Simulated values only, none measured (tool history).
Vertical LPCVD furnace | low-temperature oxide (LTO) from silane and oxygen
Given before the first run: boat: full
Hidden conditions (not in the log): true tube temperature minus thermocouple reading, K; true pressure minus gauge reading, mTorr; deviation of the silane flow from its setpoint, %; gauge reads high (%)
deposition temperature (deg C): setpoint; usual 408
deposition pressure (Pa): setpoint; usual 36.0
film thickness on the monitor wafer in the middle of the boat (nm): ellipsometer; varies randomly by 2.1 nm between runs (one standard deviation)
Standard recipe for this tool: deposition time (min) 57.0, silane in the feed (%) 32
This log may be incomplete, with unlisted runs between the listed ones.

| run | hour | deposition temperature (deg C) | deposition pressure (Pa) | deposition time (min) | silane in the feed (%) | wafers since the last listed run | hours since the last temperature calibration | hours since the pressure gauge was zeroed | hours since the silane flow controller was replaced | hours since the gauge calibration | read-back reference wafer on the same gauge, thickness | film thickness on the monitor wafer in the middle of the boat (nm) |
|---|---|---|---|---|---|---|---|---|---|---|---|---|
| 1 | 0.0 | 408 | 36.0 | 57.0 | 32 | 0 | 901.9 | 3463.7 | 33.1 | 195.0 | 520.28 | 440.28 |
| 2 | 45.6 | 408 | 36.0 | 57.0 | 32 | 825 | 947.5 | 3509.3 | 78.7 | 240.6 | 520.20 | 435.67 |
| 3 | 88.5 | 408 | 36.0 | 57.0 | 32 | 776 | 990.4 | 3552.2 | 121.6 | 283.5 | 519.98 | 437.54 |
| 4 | 181.4 | 408 | 36.0 | 57.0 | 32 | 1682 | 1083.3 | 3645.1 | 214.5 | 376.4 | 520.11 | 435.44 |
| 5 | 225.1 | 411 | 36.0 | 57.0 | 32 | 791 | 1127.0 | 3688.8 | 258.2 | 420.1 | 519.73 | 452.28 |
|  | 282.3 | pressure gauge zeroed |
| 6 | 282.8 | 411 | 36.0 | 57.0 | 32 | 610 | 1184.7 | 0.5 | 315.9 | 477.8 | 520.12 | 449.45 |
| 7 | 370.7 | 408 | 36.0 | 57.0 | 30 | 1591 | 1272.6 | 88.4 | 403.8 | 565.7 | 519.75 | 396.74 |
|  | 523.9 | thermocouples replaced and temperature profile calibrated |
| 8 | 590.9 | 400 | 38.7 | 57.0 | 29 | 3552 | 67.0 | 308.6 | 624.0 | 785.9 | 519.11 | 364.78 |
| 9 | 632.9 | 413 | 36.0 | 36.0 | 32 | 760 | 109.0 | 350.6 | 666.0 | 827.9 | 520.15 | 286.05 |
|  | 719.1 | silane flow controller replaced, repeated, since the last time left the tool worse |
| 10 | 719.6 | 397 | 36.0 | 65.0 | 38 | 1135 | 195.7 | 437.3 | 0.5 | 914.6 | 520.82 | 594.11 |
| 11 | 796.5 | 408 | 30.7 | 57.0 | 32 | 1392 | 272.6 | 514.2 | 77.4 | 991.5 | 520.08 | 393.63 |
| 12 | 842.5 | 396 | 36.0 | 57.0 | 32 | 832 | 318.6 | 560.2 | 123.4 | 1037.5 | 521.19 | 405.47 |
| 13 | 888.3 | 402 | 36.0 | 57.0 | 32 | 829 | 364.4 | 606.0 | 169.2 | 1083.3 | 519.55 | 435.20 |
| 14 | 977.6 | 408 | 36.0 | 57.0 | 32 | 1617 | 453.7 | 695.3 | 258.5 | 1172.6 | 520.86 | 463.83 |
| 15 | 1260.9 | 405 | 38.7 | 70.0 | 36 | 5129 | 737.0 | 978.6 | 541.8 | 1455.9 | 521.36 | 692.81 |
| 16 | 1300.9 | 408 | 36.0 | 57.0 | 37 | 724 | 777.0 | 1018.6 | 581.8 | 1495.9 | 518.81 | 562.49 |
| 17 | 1397.1 | 408 | 36.0 | 57.0 | 32 | 1741 | 873.2 | 1114.8 | 678.0 | 1592.1 | 519.96 | 460.27 |
| 18 | 1497.8 | 412 | 36.0 | 57.0 | 32 | 1823 | 973.9 | 1215.5 | 778.7 | 1692.8 | 519.49 | 483.70 |
| 19 | 1547.8 | 418 | 42.7 | 68.0 | 29 | 905 | 1023.9 | 1265.5 | 828.7 | 1742.8 | 519.95 | 632.73 |
| 20 | 1587.1 | 408 | 36.0 | 45.5 | 32 | 711 | 1063.2 | 1304.8 | 868.0 | 1782.1 | 519.74 | 369.59 |
| 21 | 1635.9 | 408 | 36.0 | 57.0 | 32 | 883 | 1112.0 | 1353.6 | 916.8 | 1830.9 | 521.16 | 458.28 |
| 22 | 1728.2 | 400 | 44.0 | 43.5 | 28 | 1671 | 1204.3 | 1445.9 | 1009.1 | 1923.2 | 519.46 | 322.42 |
| 23 | 1807.3 | 414 | 30.0 | 79.5 | 27 | 1432 | 1283.4 | 1525.0 | 1088.2 | 2002.3 | 519.67 | 444.74 |
| 24 | 1881.6 | 397 | 42.0 | 57.0 | 32 | 1345 | 1357.7 | 1599.3 | 1162.5 | 2076.6 | 519.13 | 470.09 |
| 25 | 1934.2 | 408 | 36.0 | 57.0 | 32 | 952 | 1410.3 | 1651.9 | 1215.1 | 2129.2 | 519.39 | 456.53 |
| 26 | 2010.8 | 403 | 36.0 | 57.0 | 32 | 1387 | 1486.9 | 1728.5 | 1291.7 | 2205.8 | 520.04 | 432.30 |
| 27 | 2105.9 | 408 | 36.0 | 57.0 | 32 | 1722 | 1582.0 | 1823.6 | 1386.8 | 2300.9 | 520.37 | 456.80 |
|  | 2209.7 | thermocouples replaced and temperature profile calibrated |
| 28 | 2210.2 | 403 | 36.0 | 57.0 | 30 | 1454 | 0.5 | 1927.9 | 1491.1 | 2405.2 | 519.94 | 392.48 |
| 29 | 2273.2 | 403 | 31.3 | 68.0 | 32 | 1140 | 63.5 | 1990.9 | 1554.1 | 2468.2 | 519.75 | 446.61 |
| 30 | 2371.5 | 408 | 31.3 | 57.0 | 35 | 1780 | 161.8 | 2089.2 | 1652.4 | 2566.5 | 520.78 | 450.39 |

Selected run-to-run steps in film thickness on the monitor wafer in the middle of the boat (nm), each split into two signed amounts: the part the tool would show with no hidden state at all (from settings, incoming material and random variation), and the remainder, which goes to the hidden state together with any gauge scatter not common to the measured and the hidden-state-free results:
Run 8 -> 9: deposition temperature (deg C) 400 -> 413, deposition pressure (Pa) 38.7 -> 36.0, deposition time (min) 57.0 -> 36.0, silane in the feed (%) 29 -> 32. film thickness on the monitor wafer in the middle of the boat (nm) -78.73: hidden state +9.74, all else -88.47.
Run 9 -> 10: deposition temperature (deg C) 413 -> 397, deposition time (min) 36.0 -> 65.0, silane in the feed (%) 32 -> 38, silane flow controller replaced, repeated, since the last time left the tool worse. film thickness on the monitor wafer in the middle of the boat (nm) +308.06: hidden state +23.40, all else +284.66.
Run 14 -> 15: deposition temperature (deg C) 408 -> 405, deposition pressure (Pa) 36.0 -> 38.7, deposition time (min) 57.0 -> 70.0, silane in the feed (%) 32 -> 36. film thickness on the monitor wafer in the middle of the boat (nm) +228.98: hidden state -3.05, all else +232.03.
Run 19 -> 20: deposition temperature (deg C) 418 -> 408, deposition pressure (Pa) 42.7 -> 36.0, deposition time (min) 68.0 -> 45.5, silane in the feed (%) 29 -> 32. film thickness on the monitor wafer in the middle of the boat (nm) -263.14: hidden state +3.41, all else -266.55.
